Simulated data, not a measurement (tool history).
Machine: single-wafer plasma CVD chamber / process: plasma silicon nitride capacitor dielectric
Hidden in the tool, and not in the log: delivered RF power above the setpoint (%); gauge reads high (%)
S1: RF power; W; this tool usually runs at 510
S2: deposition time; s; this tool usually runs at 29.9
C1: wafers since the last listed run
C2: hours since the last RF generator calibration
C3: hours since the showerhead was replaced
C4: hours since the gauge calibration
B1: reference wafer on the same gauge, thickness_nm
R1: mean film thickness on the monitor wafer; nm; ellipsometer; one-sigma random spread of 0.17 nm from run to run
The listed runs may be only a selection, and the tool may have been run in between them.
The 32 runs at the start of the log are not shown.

Run 33, hour 2581.9: usual settings but S1 440 W, S2 24.7 s; C1 4953; C2 1004.8; C3 541.1; C4 748.7; B1 45.903. Result: R1 38.786 nm.
Run 34, hour 2666.9: usual settings but S1 550 W, S2 35.7 s; C1 2299; C2 1089.8; C3 626.1; C4 833.7; B1 45.871. Result: R1 58.656 nm.
Run 35, hour 2725.6: usual settings but S1 550 W, S2 31.4 s; C1 1588; C2 1148.5; C3 684.8; C4 892.4; B1 45.898. Result: R1 51.680 nm.
Run 36, hour 2783.4: usual settings; C1 1563; C2 1206.3; C3 742.6; C4 950.2; B1 45.909. Result: R1 48.268 nm.
Run 37, hour 3063.1: usual settings but S1 470 W, S2 26.0 s; C1 7567; C2 1486.0; C3 1022.3; C4 1229.9; B1 45.906. Result: R1 41.029 nm.
Run 38, hour 3136.6: usual settings but S1 465 W, S2 32.6 s; C1 1988; C2 1559.5; C3 1095.8; C4 1303.4; B1 45.926. Result: R1 51.726 nm.
Run 39, hour 3214.0: usual settings but S1 430 W, S2 28.1 s; C1 2094; C2 1636.9; C3 1173.2; C4 1380.8; B1 45.850. Result: R1 43.693 nm.
Run 40, hour 3253.8: usual settings; C1 1076; C2 1676.7; C3 1213.0; C4 1420.6; B1 45.884. Result: R1 48.198 nm.
Run 41, hour 3326.9: usual settings but S1 540 W, S2 26.2 s; C1 1977; C2 1749.8; C3 1286.1; C4 1493.7; B1 45.940. Result: R1 42.694 nm.

What does the tool deliver on the next run?
Run 42, hour 3433.6: usual settings but S2 32.3 s; C1 2886; C2 1856.5; C3 1392.8; C4 1600.4; B1 ?. Result: R1 ?.

B1: 45.893
R1: 51.841 nm
With no hidden state in the tool, this same run would have given R1 52.414 nm.

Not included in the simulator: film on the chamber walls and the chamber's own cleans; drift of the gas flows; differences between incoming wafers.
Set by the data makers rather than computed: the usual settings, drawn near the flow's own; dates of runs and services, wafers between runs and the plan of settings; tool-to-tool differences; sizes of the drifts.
